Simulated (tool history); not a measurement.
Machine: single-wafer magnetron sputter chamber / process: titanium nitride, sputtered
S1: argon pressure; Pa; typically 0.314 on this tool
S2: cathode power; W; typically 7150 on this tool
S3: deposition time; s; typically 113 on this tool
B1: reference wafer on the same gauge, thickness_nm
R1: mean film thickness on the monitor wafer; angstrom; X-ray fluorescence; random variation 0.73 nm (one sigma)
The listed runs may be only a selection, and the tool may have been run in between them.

run    hour     S1    S2   S3       B1       R1
  1     0.0  0.314  7150  113  138.609  1614.56
  2    89.2  0.314  7150  113  139.275  1627.48
  3   181.8  0.314  7150  113  138.684  1630.47
  4   284.4  0.314  7150  113  138.556  1619.74
  5   332.3  0.314  7150  104  138.468  1503.80
  6   421.0  0.314  7150  104  138.684  1490.99
      512.9  -- sputter target and shields replaced
  7   513.4  0.314  7150  113  138.505  1624.81
  8   588.3  0.314  7150  113  138.158  1617.36
  9   646.9  0.314  8050  113  138.360  1726.94
 10   688.1  0.314  8050  113  138.489  1720.31
 11   766.0  0.314  8050  113  138.320  1730.11
      820.3  -- capacitance manometer re-zeroed and calibrated
      879.7  -- magnet pack replaced
     1030.1  -- sputter target and shields replaced
 12  1086.7  0.314  7150  113  137.968  1615.55
 13  1133.7  0.314  7150  113  138.150  1620.55
 14  1202.1  0.314  7150  113  137.763  1631.89
 15  1307.2  0.314  7150  113  138.122  1612.01
 16  1354.1  0.314  7150  113  138.323  1624.04
 17  1426.0  0.314  7150  113  138.167  1618.71
 18  1464.3  0.314  7150  113  137.929  1633.01
 19  1546.6  0.272  6000  135  138.213  1807.68
     1599.2  -- sputter target and shields replaced
 20  1646.2  0.314  7150  103  138.154  1477.50
 21  1693.0  0.314  7150  123  137.868  1773.12

What does the tool deliver on the next run?
 22  1784.3  0.197  6100  132   ?   ?

Run 22 yielded B1 137.977, R1 1824.15 angstrom.
Without the tool's hidden state the same run would have given R1 1863.69 angstrom.
